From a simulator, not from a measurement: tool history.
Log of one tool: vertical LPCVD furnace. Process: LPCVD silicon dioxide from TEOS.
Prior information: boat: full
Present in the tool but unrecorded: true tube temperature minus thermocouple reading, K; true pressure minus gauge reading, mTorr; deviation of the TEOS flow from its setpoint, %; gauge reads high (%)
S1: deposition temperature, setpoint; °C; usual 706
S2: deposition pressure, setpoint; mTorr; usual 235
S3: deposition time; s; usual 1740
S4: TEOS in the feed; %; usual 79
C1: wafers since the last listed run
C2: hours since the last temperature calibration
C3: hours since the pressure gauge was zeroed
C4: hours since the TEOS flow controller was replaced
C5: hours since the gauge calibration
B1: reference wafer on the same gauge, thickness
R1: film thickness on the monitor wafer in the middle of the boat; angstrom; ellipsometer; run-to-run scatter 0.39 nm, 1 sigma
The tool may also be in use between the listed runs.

run 1 hour=0 | S1=701 S2=235 S3=1740 S4=79 | C1=0 C2=4173.5 C3=3875.9 C4=5317.8 C5=68.9 | B1=285.94 | R1=2476
run 2 hour=25.8 | S1=701 S2=235 S3=1740 S4=79 | C1=445 C2=4199.3 C3=3901.7 C4=5343.6 C5=94.7 | B1=286 | R1=2484
run 3 hour=58.3 | S1=706 S2=200 S3=1740 S4=79 | C1=560 C2=4231.8 C3=3934.2 C4=5376.1 C5=127.2 | B1=285.99 | R1=2579.8
run 4 hour=74 | S1=706 S2=200 S3=1740 S4=79 | C1=270 C2=4247.5 C3=3949.9 C4=5391.8 C5=142.9 | B1=286.08 | R1=2574.3
run 5 hour=102.3 | S1=706 S2=235 S3=1740 S4=68 | C1=488 C2=4275.8 C3=3978.2 C4=5420.1 C5=171.2 | B1=285.85 | R1=2586.5
run 6 hour=132.6 | S1=706 S2=235 S3=1740 S4=79 | C1=522 C2=4306.1 C3=4008.5 C4=5450.4 C5=201.5 | B1=285.92 | R1=2789.2
-- hour=173.2 TEOS flow controller replaced
run 7 hour=173.7 | S1=706 S2=235 S3=1740 S4=79 | C1=294 C2=4347.2 C3=4049.6 C4=0.5 C5=242.6 | B1=286 | R1=2801
run 8 hour=178.5 | S1=706 S2=235 S3=1740 S4=79 | C1=82 C2=4352 C3=4054.4 C4=5.3 C5=247.4 | B1=285.83 | R1=2796.9
run 9 hour=190.1 | S1=717 S2=200 S3=1740 S4=87 | C1=200 C2=4363.6 C3=4066 C4=16.9 C5=259 | B1=286.11 | R1=3473.2
run 10 hour=214.7 | S1=706 S2=235 S3=1740 S4=93 | C1=424 C2=4388.2 C3=4090.6 C4=41.5 C5=283.6 | B1=286 | R1=3046
-- hour=239.3 pressure gauge zeroed
-- hour=244.8 thermocouples replaced and temperature profile calibrated
run 11 hour=245.3 | S1=706 S2=235 S3=2040 S4=65 | C1=19 C2=0.5 C3=6 C4=72.1 C5=314.2 | B1=286.01 | R1=2655.6
run 12 hour=250.5 | S1=709 S2=235 S3=1200 S4=79 | C1=89 C2=5.7 C3=11.2 C4=77.3 C5=319.4 | B1=286.01 | R1=1846
run 13 hour=263.5 | S1=706 S2=235 S3=1740 S4=79 | C1=224 C2=18.7 C3=24.2 C4=90.3 C5=332.4 | B1=286.21 | R1=2503.3
-- hour=269.9 gauge calibrated
run 14 hour=318.6 | S1=706 S2=235 S3=1740 S4=67 | C1=950 C2=73.8 C3=79.3 C4=145.4 C5=48.7 | B1=286.2 | R1=2298.1
run 15 hour=351.5 | S1=706 S2=235 S3=1740 S4=79 | C1=567 C2=106.7 C3=112.2 C4=178.3 C5=81.6 | B1=286.02 | R1=2505.1

4 ways to go on from here, each from the tool as it stands after run 15. What would each give?
run A hour=356.4 | S1=706 S2=210 S3=1740 S4=79 | C1=84 C2=111.6 C3=117.1 C4=183.2 C5=86.5 | B1=? | R1=?
run B hour=356.4 | S1=706 S2=235 S3=1740 S4=87 | C1=84 C2=111.6 C3=117.1 C4=183.2 C5=86.5 | B1=? | R1=?
run C hour=356.4 | S1=706 S2=235 S3=1740 S4=69 | C1=84 C2=111.6 C3=117.1 C4=183.2 C5=86.5 | B1=? | R1=?
run D hour=356.4 | S1=703 S2=235 S3=1740 S4=70 | C1=84 C2=111.6 C3=117.1 C4=183.2 C5=86.5 | B1=? | R1=?

run=A B1=285.98 R1=2361.1
run=B B1=285.98 R1=2621.1
run=C B1=285.98 R1=2334.2
run=D B1=285.98 R1=2194.1
Take away the tool's hidden state, keep each run's random variation, and the runs would have read:
run=A R1=2360.2
run=B R1=2620.1
run=C R1=2333.3
run=D R1=2193.2
